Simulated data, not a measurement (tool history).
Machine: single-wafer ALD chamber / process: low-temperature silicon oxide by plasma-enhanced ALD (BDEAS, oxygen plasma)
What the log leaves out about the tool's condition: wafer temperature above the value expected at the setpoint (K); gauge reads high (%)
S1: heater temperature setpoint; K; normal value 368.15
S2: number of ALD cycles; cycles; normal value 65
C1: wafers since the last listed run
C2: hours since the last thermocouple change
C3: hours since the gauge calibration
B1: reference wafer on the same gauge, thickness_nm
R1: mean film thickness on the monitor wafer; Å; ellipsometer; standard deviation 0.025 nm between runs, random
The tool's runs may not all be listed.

run 1 hour=0 | S1=368.15 S2=65 | C1=0 C2=1473.7 C3=190.4 | B1=8.497 | R1=98.95
run 2 hour=22.6 | S1=368.15 S2=65 | C1=76 C2=1496.3 C3=213 | B1=8.501 | R1=99.67
run 3 hour=45.8 | S1=368.15 S2=65 | C1=78 C2=1519.5 C3=236.2 | B1=8.502 | R1=99.46
run 4 hour=68.4 | S1=368.15 S2=55 | C1=76 C2=1542.1 C3=258.8 | B1=8.502 | R1=83.9
run 5 hour=97.7 | S1=368.15 S2=55 | C1=99 C2=1571.4 C3=288.1 | B1=8.5 | R1=84.33
run 6 hour=121.9 | S1=368.15 S2=55 | C1=82 C2=1595.6 C3=312.3 | B1=8.494 | R1=83.95
run 7 hour=141.5 | S1=376.15 S2=55 | C1=66 C2=1615.2 C3=331.9 | B1=8.501 | R1=83
run 8 hour=165.1 | S1=368.15 S2=65 | C1=80 C2=1638.8 C3=355.5 | B1=8.502 | R1=99.89
run 9 hour=177.8 | S1=368.15 S2=65 | C1=43 C2=1651.5 C3=368.2 | B1=8.502 | R1=99.69
run 10 hour=202.3 | S1=368.15 S2=65 | C1=83 C2=1676 C3=392.7 | B1=8.502 | R1=99.61
run 11 hour=304.3 | S1=368.15 S2=65 | C1=347 C2=1778 C3=494.7 | B1=8.503 | R1=99.38
run 12 hour=320 | S1=368.15 S2=65 | C1=53 C2=1793.7 C3=510.4 | B1=8.5 | R1=99.55
run 13 hour=345.6 | S1=360.15 S2=65 | C1=87 C2=1819.3 C3=536 | B1=8.5 | R1=102.88
run 14 hour=379.2 | S1=360.15 S2=65 | C1=114 C2=1852.9 C3=569.6 | B1=8.5 | R1=101.89
run 15 hour=397 | S1=360.15 S2=65 | C1=60 C2=1870.7 C3=587.4 | B1=8.498 | R1=102.22
run 16 hour=411.5 | S1=368.15 S2=74 | C1=49 C2=1885.2 C3=601.9 | B1=8.497 | R1=113.11
run 17 hour=428.8 | S1=355.15 S2=58 | C1=58 C2=1902.5 C3=619.2 | B1=8.502 | R1=93.15
run 18 hour=454.2 | S1=362.15 S2=52 | C1=86 C2=1927.9 C3=644.6 | B1=8.501 | R1=81.57
run 19 hour=481 | S1=360.15 S2=53 | C1=91 C2=1954.7 C3=671.4 | B1=8.502 | R1=83.57
run 20 hour=500.6 | S1=368.15 S2=71 | C1=66 C2=1974.3 C3=691 | B1=8.506 | R1=108.13
run 21 hour=522.2 | S1=368.15 S2=65 | C1=73 C2=1995.9 C3=712.6 | B1=8.498 | R1=98.67
-- hour=550.7 thermocouple changed; heater temperature recalibrated
run 22 hour=551.8 | S1=368.15 S2=65 | C1=73 C2=1.1 C3=742.2 | B1=8.499 | R1=100.98
run 23 hour=573.6 | S1=368.15 S2=76 | C1=74 C2=22.9 C3=764 | B1=8.5 | R1=118.32
run 24 hour=601.4 | S1=368.15 S2=65 | C1=94 C2=50.7 C3=791.8 | B1=8.498 | R1=101.21
-- hour=618.8 gauge calibrated
run 25 hour=634.2 | S1=368.15 S2=52 | C1=111 C2=83.5 C3=15.4 | B1=8.496 | R1=80.94
run 26 hour=669.6 | S1=368.15 S2=65 | C1=120 C2=118.9 C3=50.8 | B1=8.5 | R1=100.7
run 27 hour=704.6 | S1=353.15 S2=59 | C1=119 C2=153.9 C3=85.8 | B1=8.501 | R1=96.81
run 28 hour=733.4 | S1=368.15 S2=60 | C1=98 C2=182.7 C3=114.6 | B1=8.5 | R1=92.93
run 29 hour=751.1 | S1=368.15 S2=65 | C1=60 C2=200.4 C3=132.3 | B1=8.5 | R1=100.71
run 30 hour=794.9 | S1=375.15 S2=57 | C1=149 C2=244.2 C3=176.1 | B1=8.501 | R1=86.56
run 31 hour=823.2 | S1=368.15 S2=65 | C1=96 C2=272.5 C3=204.4 | B1=8.502 | R1=100.42
run 32 hour=839.2 | S1=372.15 S2=78 | C1=54 C2=288.5 C3=220.4 | B1=8.498 | R1=119.18
run 33 hour=859.9 | S1=363.15 S2=57 | C1=70 C2=309.2 C3=241.1 | B1=8.501 | R1=90.14

Each run again, without the hidden state but with its own random variation kept:
run=1 R1=100.74
run=2 R1=101.48
run=3 R1=101.29
run=4 R1=85.46
run=5 R1=85.9
run=6 R1=85.52
run=7 R1=83.83
run=8 R1=101.79
run=9 R1=101.59
run=10 R1=101.53
run=11 R1=101.35
run=12 R1=101.53
run=13 R1=105.08
run=14 R1=104.1
run=15 R1=104.46
run=16 R1=115.42
run=17 R1=95.18
run=18 R1=83.42
run=19 R1=85.47
run=20 R1=110.39
run=21 R1=100.74
run=22 R1=101.28
run=23 R1=118.69
run=24 R1=101.57
run=25 R1=81.26
run=26 R1=101.13
run=27 R1=97.24
run=28 R1=93.39
run=29 R1=101.22
run=30 R1=86.81
run=31 R1=101.01
run=32 R1=119.64
run=33 R1=90.69

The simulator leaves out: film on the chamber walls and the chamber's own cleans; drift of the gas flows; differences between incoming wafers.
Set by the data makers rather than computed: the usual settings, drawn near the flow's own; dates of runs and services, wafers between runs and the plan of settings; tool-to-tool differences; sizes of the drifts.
